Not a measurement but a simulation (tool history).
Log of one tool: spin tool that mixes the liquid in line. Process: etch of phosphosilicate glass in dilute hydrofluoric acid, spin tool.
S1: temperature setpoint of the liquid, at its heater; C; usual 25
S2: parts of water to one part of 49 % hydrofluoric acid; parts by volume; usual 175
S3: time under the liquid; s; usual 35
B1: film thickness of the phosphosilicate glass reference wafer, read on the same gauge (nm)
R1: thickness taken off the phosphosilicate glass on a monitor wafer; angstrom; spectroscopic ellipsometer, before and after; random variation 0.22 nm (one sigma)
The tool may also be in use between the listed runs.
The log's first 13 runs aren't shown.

| run | hour | S1 | S2 | S3 | B1 | R1 |
|---|---|---|---|---|---|---|
| 14 | 774.9 | 25 | 125 | 35 | 130 | 320.8 |
|  | 809.9 | hydrofluoric acid flow meter replaced |
| 15 | 819.4 | 25 | 125 | 35 | 129.99 | 320 |
| 16 | 878.4 | 25 | 175 | 35 | 130.03 | 217.9 |
| 17 | 907.1 | 25 | 175 | 35 | 130.01 | 212.2 |
| 18 | 978.3 | 25 | 130 | 35 | 130 | 303 |
| 19 | 1032.7 | 27.5 | 175 | 25 | 130.01 | 167.5 |
| 20 | 1096.7 | 23.5 | 140 | 55 | 130.02 | 399.9 |
|  | 1138.2 | gauge calibrated |
| 21 | 1146.7 | 29.5 | 150 | 35 | 129.99 | 300.6 |
| 22 | 1185.2 | 25 | 175 | 45 | 130 | 264.6 |
| 23 | 1236.1 | 25 | 85 | 20 | 129.99 | 266.6 |
| 24 | 1281.7 | 22.5 | 235 | 45 | 129.99 | 170.3 |
| 25 | 1327.7 | 25 | 175 | 35 | 129.96 | 202.6 |
| 26 | 1390.9 | 25 | 175 | 35 | 130 | 203.5 |
| 27 | 1415.8 | 28.5 | 110 | 50 | 130 | 558.3 |
| 28 | 1453.7 | 28.5 | 210 | 30 | 130 | 154.9 |
| 29 | 1483.1 | 26.5 | 220 | 45 | 130 | 202.8 |
|  | 1484.4 | thermometer replaced |
| 30 | 1539.3 | 27 | 200 | 50 | 129.99 | 280 |
| 31 | 1572.4 | 25 | 140 | 35 | 130 | 275.7 |

4 ways to go on from here, each from the tool as it stands after run 31. What would each give?
| A | 1572.8 | 25 | 175 | 35 | ? | ? |
| B | 1572.8 | 25 | 210 | 35 | ? | ? |
| C | 1572.8 | 22 | 90 | 20 | ? | ? |
| D | 1572.8 | 28 | 175 | 40 | ? | ? |

| run | B1 | R1 |
|---|---|---|
| A | 130.01 | 211.4 |
| B | 130.01 | 169.5 |
| C | 130.01 | 230.1 |
| D | 130.01 | 269.8 |
Without the tool's hidden state the same runs would have given:
| run | R1 |
|---|---|
| A | 216.4 |
| B | 173.5 |
| C | 236.1 |
| D | 276 |
